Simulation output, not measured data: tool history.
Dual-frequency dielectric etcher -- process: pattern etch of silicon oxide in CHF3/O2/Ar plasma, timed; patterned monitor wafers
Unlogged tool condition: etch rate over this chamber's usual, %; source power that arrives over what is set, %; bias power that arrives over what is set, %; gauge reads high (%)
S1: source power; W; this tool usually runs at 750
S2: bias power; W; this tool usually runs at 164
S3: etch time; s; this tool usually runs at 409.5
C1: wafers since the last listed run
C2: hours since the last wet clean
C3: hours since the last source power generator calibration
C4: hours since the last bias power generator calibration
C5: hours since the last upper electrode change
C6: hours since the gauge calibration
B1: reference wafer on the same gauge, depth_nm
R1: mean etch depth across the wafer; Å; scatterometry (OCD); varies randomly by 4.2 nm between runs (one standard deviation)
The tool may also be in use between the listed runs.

run   hour   S1   S2     S3   C1     C2     C3      C4      C5      C6     B1     R1
  1      0  650  164  409.5    0  287.8   23.9  3973.8  6030.5  1205.7  896.7   8188
  2   16.5  650  164  409.5   92  304.3   40.4  3990.3    6047  1222.2  897.1   8175
  3   34.6  750  164  495.5  101  322.4   58.5  4008.4  6065.1  1240.3  897.1  10443
  4   47.6  750  164  409.5   73  335.4   71.5  4021.4  6078.1  1253.3  897.1   8640
      67.3  -- gauge calibrated
        77  -- upper electrode replaced, of another model than before
  5   77.5  750  164  409.5   33  365.3  101.4  4051.3     0.5    10.2    897   8573
  6     87  750  164  409.5   53  374.8  110.9  4060.8      10    19.7  896.4   8620
  7  115.9  750  164  409.5  162  403.7  139.8  4089.7    38.9    48.6  897.3   8464
  8  139.6  750  164  409.5  133  427.4  163.5  4113.4    62.6    72.3  897.3   8584
  9  162.3  830  127  461.5  127  450.1  186.2  4136.1    85.3      95  897.1   9202
     245.8  -- bias power generator calibrated
     255.7  -- wet clean of the chamber
 10  263.4  750  142  514.5  491    7.7  287.3    17.6   186.4   196.1  897.5  10474
 11  291.8  750  189  409.5  159   36.1  315.7      46   214.8   224.5  896.9   9280
 12  312.7  750  129  479.5  117     57  336.6    66.9   235.7   245.4  897.7   9380
 13  372.2  670  164    471  335  116.5  396.1   126.4   295.2   304.9  898.2   9436
 14  387.4  750  164  409.5   85  131.7  411.3   141.6   310.4   320.1  897.2   8749
 15  400.2  750  164  409.5   72  144.5  424.1   154.4   323.2   332.9    897   8813
 16  432.6  750  164  409.5  182  176.9  456.5   186.8   355.6   365.3    897   8672
 17    457  750  184    444  137  201.3  480.9   211.2     380   389.7  896.2   9877
 18  483.8  620  185  360.5  150  228.1  507.7     238   406.8   416.5  897.8   7159
 19  502.9  810  190    484  107  247.2  526.8   257.1   425.9   435.6  896.7  11341
 20  567.5  860  164  485.5  363  311.8  591.4   321.7   490.5   500.2  896.7  11042
 21  602.3  750  153  409.5  195  346.6  626.2   356.5   525.3     535  896.9   8365
 22  625.3  750  164  409.5  129  369.6  649.2   379.5   548.3     558  896.8   8598
 23  646.8  750  164  409.5  121  391.1  670.7     401   569.8   579.5  897.4   8531
 24  675.5  600  125  369.5  161  419.8  699.4   429.7   598.5   608.2    897   6062
 25  688.1  860  164    452   70  432.4    712   442.3   611.1   620.8  897.7  10083
 26  710.1  750  133  318.5  123  454.4    734   464.3   633.1   642.8  897.3   6080
     756.2  -- wet clean of the chamber
 27  756.7  600  196  291.5  127    0.5  780.6   510.9   679.7   689.4  897.5   5894
 28  758.9  600  136  525.5   12    2.7  782.8   513.1   681.9   691.6    897   9254
 29  788.3  750  131    441  165   32.1  812.2   542.5   711.3     721  897.2   8754

Each row is a separate what-if for the run after 29, all from the same tool condition, not one after another. Results?
  A  788.8  750  164  409.5   2  32.6  812.7  543  711.8  721.5   ?   ?
  B  788.8  910  164  409.5   2  32.6  812.7  543  711.8  721.5   ?   ?
  C  788.8  810  151    317   2  32.6  812.7  543  711.8  721.5   ?   ?
  D  788.8  750  164    298   2  32.6  812.7  543  711.8  721.5   ?   ?
  E  788.8  880  143  409.5   2  32.6  812.7  543  711.8  721.5   ?   ?

run     B1    R1
  A  896.9  8783
  B  896.9  9762
  C  896.9  6880
  D  896.9  6391
  E  896.9  9112
Without the tool's hidden state the same runs would have given:
run    R1
  A  8787
  B  9767
  C  6883
  D  6394
  E  9116

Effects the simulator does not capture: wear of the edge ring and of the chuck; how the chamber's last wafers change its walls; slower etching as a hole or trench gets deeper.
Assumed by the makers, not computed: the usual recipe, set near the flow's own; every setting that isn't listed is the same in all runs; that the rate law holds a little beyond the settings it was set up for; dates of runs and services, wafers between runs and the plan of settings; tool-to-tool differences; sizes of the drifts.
